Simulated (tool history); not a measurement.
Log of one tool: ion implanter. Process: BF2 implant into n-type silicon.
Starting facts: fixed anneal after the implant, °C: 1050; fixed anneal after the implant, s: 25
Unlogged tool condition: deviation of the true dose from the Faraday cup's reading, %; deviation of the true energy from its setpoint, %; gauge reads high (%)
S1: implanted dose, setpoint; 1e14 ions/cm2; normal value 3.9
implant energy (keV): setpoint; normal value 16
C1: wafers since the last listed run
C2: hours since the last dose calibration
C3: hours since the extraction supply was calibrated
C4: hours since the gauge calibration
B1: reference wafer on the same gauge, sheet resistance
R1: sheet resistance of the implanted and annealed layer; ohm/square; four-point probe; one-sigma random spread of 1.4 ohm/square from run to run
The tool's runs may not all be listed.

Run 1, hour 0: usual settings but implant energy (keV) 19; C1 0; C2 969.1; C3 1752.8; C4 728.2; B1 290.74. Result: R1 299.32 ohm/square.
Run 2, hour 106.1: usual settings but S1 4.3 1e14 ions/cm2; C1 1482; C2 1075.2; C3 1858.9; C4 834.3; B1 290.69. Result: R1 282.77 ohm/square.
Run 3, hour 169.2: usual settings but S1 4.3 1e14 ions/cm2; C1 881; C2 1138.3; C3 1922; C4 897.4; B1 290.89. Result: R1 280.77 ohm/square.
Run 4, hour 284.8: usual settings but S1 4.3 1e14 ions/cm2; C1 1615; C2 1253.9; C3 2037.6; C4 1013; B1 291.15. Result: R1 283.34 ohm/square.
Run 5, hour 328.6: usual settings; C1 612; C2 1297.7; C3 2081.4; C4 1056.8; B1 290.86. Result: R1 303.62 ohm/square.
Run 6, hour 373.3: usual settings; C1 624; C2 1342.4; C3 2126.1; C4 1101.5; B1 290.54. Result: R1 304.73 ohm/square.
Run 7, hour 413: usual settings; C1 554; C2 1382.1; C3 2165.8; C4 1141.2; B1 290.77. Result: R1 309.76 ohm/square.
Run 8, hour 452.1: usual settings; C1 546; C2 1421.2; C3 2204.9; C4 1180.3; B1 291. Result: R1 306.3 ohm/square.
Run 9, hour 514.6: usual settings; C1 873; C2 1483.7; C3 2267.4; C4 1242.8; B1 291.1. Result: R1 304.41 ohm/square.
Run 10, hour 565.9: usual settings but implant energy (keV) 20.5; C1 716; C2 1535; C3 2318.7; C4 1294.1; B1 291.45. Result: R1 302.7 ohm/square.
Run 11, hour 629.9: usual settings but implant energy (keV) 20.5; C1 894; C2 1599; C3 2382.7; C4 1358.1; B1 291.13. Result: R1 302.55 ohm/square.
Run 12, hour 675.2: usual settings but implant energy (keV) 20.5; C1 632; C2 1644.3; C3 2428; C4 1403.4; B1 291.22. Result: R1 304.51 ohm/square.
At hour 724: gauge calibrated.
At hour 784.6: Faraday cup replaced and dose calibrated.
Run 13, hour 798.1: usual settings but S1 4.28 1e14 ions/cm2; C1 1605; C2 13.5; C3 2550.9; C4 74.1; B1 291.14. Result: R1 278.14 ohm/square.
Run 14, hour 856.7: usual settings but S1 4.82 1e14 ions/cm2; C1 818; C2 72.1; C3 2609.5; C4 132.7; B1 291.43. Result: R1 251.47 ohm/square.
Run 15, hour 913.6: usual settings but implant energy (keV) 18.5; C1 795; C2 129; C3 2666.4; C4 189.6; B1 290.87. Result: R1 299.25 ohm/square.
Run 16, hour 979.2: usual settings but implant energy (keV) 18.5; C1 916; C2 194.6; C3 2732; C4 255.2; B1 290.91. Result: R1 298.29 ohm/square.
Run 17, hour 1049.6: usual settings but implant energy (keV) 18.5; C1 983; C2 265; C3 2802.4; C4 325.6; B1 290.88. Result: R1 300.92 ohm/square.
Run 18, hour 1078.2: usual settings but S1 4.36 1e14 ions/cm2, implant energy (keV) 11; C1 399; C2 293.6; C3 2831; C4 354.2; B1 290.69. Result: R1 285 ohm/square.
Run 19, hour 1108.3: usual settings but S1 4.44 1e14 ions/cm2, implant energy (keV) 11; C1 420; C2 323.7; C3 2861.1; C4 384.3; B1 291.23. Result: R1 282.39 ohm/square.
Run 20, hour 1156.3: usual settings but S1 5.07 1e14 ions/cm2; C1 670; C2 371.7; C3 2909.1; C4 432.3; B1 291.25. Result: R1 243.53 ohm/square.
Run 21, hour 1219.1: usual settings but S1 2.99 1e14 ions/cm2, implant energy (keV) 13; C1 877; C2 434.5; C3 2971.9; C4 495.1; B1 291.07. Result: R1 385.72 ohm/square.
Run 22, hour 1289: usual settings but S1 3.48 1e14 ions/cm2, implant energy (keV) 18.5; C1 976; C2 504.4; C3 3041.8; C4 565; B1 291.09. Result: R1 331.07 ohm/square.
Run 23, hour 1328.9: usual settings but S1 3.02 1e14 ions/cm2, implant energy (keV) 19; C1 557; C2 544.3; C3 3081.7; C4 604.9; B1 290.83. Result: R1 377.02 ohm/square.
Run 24, hour 1372: usual settings but implant energy (keV) 11; C1 602; C2 587.4; C3 3124.8; C4 648; B1 290.87. Result: R1 316.2 ohm/square.
Run 25, hour 1417.1: usual settings but S1 3.12 1e14 ions/cm2, implant energy (keV) 21; C1 630; C2 632.5; C3 3169.9; C4 693.1; B1 290.9. Result: R1 361.48 ohm/square.
Run 26, hour 1486.8: usual settings but implant energy (keV) 18.5; C1 973; C2 702.2; C3 3239.6; C4 762.8; B1 290.94. Result: R1 300.17 ohm/square.
Run 27, hour 1523.5: usual settings; C1 512; C2 738.9; C3 3276.3; C4 799.5; B1 290.84. Result: R1 304.67 ohm/square.
Run 28, hour 1589: usual settings; C1 915; C2 804.4; C3 3341.8; C4 865; B1 290.8. Result: R1 305.01 ohm/square.
Run 29, hour 1628.5: usual settings; C1 551; C2 843.9; C3 3381.3; C4 904.5; B1 290.97. Result: R1 303.64 ohm/square.
At hour 1655.1: extraction supply calibrated.
Run 30, hour 1699.2: usual settings but S1 3 1e14 ions/cm2; C1 876; C2 914.6; C3 44.1; C4 975.2; B1 291.12. Result: R1 386.09 ohm/square.
Run 31, hour 1752.2: usual settings but S1 3.34 1e14 ions/cm2, implant energy (keV) 20.5; C1 740; C2 967.6; C3 97.1; C4 1028.2; B1 290.89. Result: R1 344.31 ohm/square.
Run 32, hour 1963.9: usual settings but S1 2.98 1e14 ions/cm2, implant energy (keV) 21; C1 2958; C2 1179.3; C3 308.8; C4 1239.9; B1 290.99. Result: R1 379.42 ohm/square.
Run 33, hour 1996.3: usual settings but S1 4.37 1e14 ions/cm2, implant energy (keV) 17.5; C1 452; C2 1211.7; C3 341.2; C4 1272.3; B1 291.27. Result: R1 274.83 ohm/square.
Run 34, hour 2043.4: usual settings but implant energy (keV) 21; C1 658; C2 1258.8; C3 388.3; C4 1319.4; B1 290.99. Result: R1 300 ohm/square.
Run 35, hour 2072.4: usual settings but implant energy (keV) 11; C1 405; C2 1287.8; C3 417.3; C4 1348.4; B1 291.23. Result: R1 316.98 ohm/square.

Some steps in R1, run to run, broken into two amounts with sign: the step expected even without the hidden condition (settings, incoming material, random variation), and the rest, left for the hidden condition together with whatever gauge scatter is not in both the measured and the hidden-condition-free result:
Run 12 -> 13: S1 3.9 -> 4.28, implant energy (keV) 20.5 -> 16, gauge calibrated, Faraday cup replaced and dose calibrated. R1 -26.37 ohm/square: hidden state -5.96, all else -20.41.
Run 20 -> 21: S1 5.07 -> 2.99, implant energy (keV) 16 -> 13. R1 +142.19 ohm/square: hidden state +0.52, all else +141.67.
Run 29 -> 30: S1 3.9 -> 3, extraction supply calibrated. R1 +82.45 ohm/square: hidden state +0.98, all else +81.47.
Run 31 -> 32: S1 3.34 -> 2.98, implant energy (keV) 20.5 -> 21. R1 +35.11 ohm/square: hidden state +1.64, all else +33.47.
Run 32 -> 33: S1 2.98 -> 4.37, implant energy (keV) 21 -> 17.5. R1 -104.59 ohm/square: hidden state -1.15, all else -103.44.
